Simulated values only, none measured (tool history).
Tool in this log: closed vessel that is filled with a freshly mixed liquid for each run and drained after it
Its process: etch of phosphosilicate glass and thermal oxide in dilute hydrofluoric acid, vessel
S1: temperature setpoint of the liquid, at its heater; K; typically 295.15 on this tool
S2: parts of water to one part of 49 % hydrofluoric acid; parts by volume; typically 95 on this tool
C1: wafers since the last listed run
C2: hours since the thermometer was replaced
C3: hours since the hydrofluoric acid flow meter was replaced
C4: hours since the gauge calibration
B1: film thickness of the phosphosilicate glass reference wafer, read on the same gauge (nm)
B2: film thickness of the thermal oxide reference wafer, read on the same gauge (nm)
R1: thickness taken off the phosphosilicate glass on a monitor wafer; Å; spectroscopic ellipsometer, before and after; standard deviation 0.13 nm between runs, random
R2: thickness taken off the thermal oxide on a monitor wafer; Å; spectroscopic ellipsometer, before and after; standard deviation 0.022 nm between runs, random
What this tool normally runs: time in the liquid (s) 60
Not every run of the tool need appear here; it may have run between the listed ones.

Run 1, hour 0.0: usual settings; C1 0; C2 238.2; C3 1466.4; C4 385.8; B1 110.01; B2 59.974. Result: R1 413.4 Å, R2 26.79 Å.
Run 2, hour 91.3: usual settings; C1 12727; C2 329.5; C3 1557.7; C4 477.1; B1 110.01; B2 59.986. Result: R1 416.4 Å, R2 26.66 Å.
Run 3, hour 138.0: usual settings; C1 6510; C2 376.2; C3 1604.4; C4 523.8; B1 110.01; B2 59.987. Result: R1 415.4 Å, R2 26.98 Å.
Run 4, hour 202.2: usual settings; C1 8949; C2 440.4; C3 1668.6; C4 588.0; B1 109.99; B2 60.006. Result: R1 416.6 Å, R2 26.66 Å.
Run 5, hour 249.1: usual settings; C1 6538; C2 487.3; C3 1715.5; C4 634.9; B1 109.97; B2 60.039. Result: R1 416.7 Å, R2 26.97 Å.
Run 6, hour 293.3: usual settings; C1 6161; C2 531.5; C3 1759.7; C4 679.1; B1 109.97; B2 59.927. Result: R1 415.3 Å, R2 26.84 Å.
Run 7, hour 340.1: usual settings; C1 6524; C2 578.3; C3 1806.5; C4 725.9; B1 110.03; B2 59.937. Result: R1 413.7 Å, R2 27.38 Å.
At hour 372.4: thermometer replaced.
Run 8, hour 399.8: usual settings but S1 297.65 K, S2 70 parts by volume, time in the liquid (s) 35; C1 8182; C2 27.4; C3 1866.2; C4 785.6; B1 109.99; B2 59.973. Result: R1 374.5 Å, R2 24.44 Å.
At hour 427.1: gauge calibrated.
Run 9, hour 469.5: usual settings but S1 297.65 K, S2 120 parts by volume, time in the liquid (s) 80; C1 9716; C2 97.1; C3 1935.9; C4 42.4; B1 109.97; B2 59.991. Result: R1 470.1 Å, R2 30.64 Å.
At hour 523.0: hydrofluoric acid flow meter replaced.
Run 10, hour 531.3: usual settings but S2 55 parts by volume; C1 8475; C2 158.9; C3 8.3; C4 104.2; B1 110.04; B2 60.043. Result: R1 750.7 Å, R2 48.94 Å.
Run 11, hour 622.5: usual settings; C1 12713; C2 250.1; C3 99.5; C4 195.4; B1 110.02; B2 60.019. Result: R1 414.4 Å, R2 26.98 Å.
Run 12, hour 666.7: usual settings but S2 60 parts by volume; C1 6161; C2 294.3; C3 143.7; C4 239.6; B1 109.94; B2 59.983. Result: R1 682.5 Å, R2 44.21 Å.
Run 13, hour 726.9: usual settings; C1 8392; C2 354.5; C3 203.9; C4 299.8; B1 110.00; B2 60.035. Result: R1 417.9 Å, R2 26.78 Å.
Run 14, hour 789.0: usual settings but S1 290.15 K; C1 8656; C2 416.6; C3 266.0; C4 361.9; B1 109.99; B2 59.981. Result: R1 337.6 Å, R2 22.08 Å.
At hour 874.6: thermometer replaced.
Run 15, hour 1110.5: usual settings but S1 297.65 K, S2 70 parts by volume, time in the liquid (s) 35; C1 44678; C2 235.9; C3 587.5; C4 683.4; B1 110.02; B2 60.051. Result: R1 374.7 Å, R2 24.60 Å.

Here are 4 independent what-if runs from the current tool condition. What would each one return?
Run A, hour 1111.2: usual settings; C1 97; C2 236.6; C3 588.2; C4 684.1; B1 ?; B2 ?. Result: R1 ?, R2 ?.
Run B, hour 1111.2: usual settings but S1 293.15 K; C1 97; C2 236.6; C3 588.2; C4 684.1; B1 ?; B2 ?. Result: R1 ?, R2 ?.
Run C, hour 1111.2: usual settings but time in the liquid (s) 35; C1 97; C2 236.6; C3 588.2; C4 684.1; B1 ?; B2 ?. Result: R1 ?, R2 ?.
Run D, hour 1111.2: usual settings but time in the liquid (s) 85; C1 97; C2 236.6; C3 588.2; C4 684.1; B1 ?; B2 ?. Result: R1 ?, R2 ?.

run      B1      B2     R1     R2
  A  110.01  59.987  412.6  26.86
  B  110.01  59.987  380.2  24.76
  C  110.01  59.987  240.7  15.67
  D  110.01  59.987  584.5  38.05
With the hidden condition removed and each run's random variation left untouched, the same runs would have given:
run     R1     R2
  A  412.6  26.86
  B  380.2  24.76
  C  240.7  15.67
  D  584.5  38.05
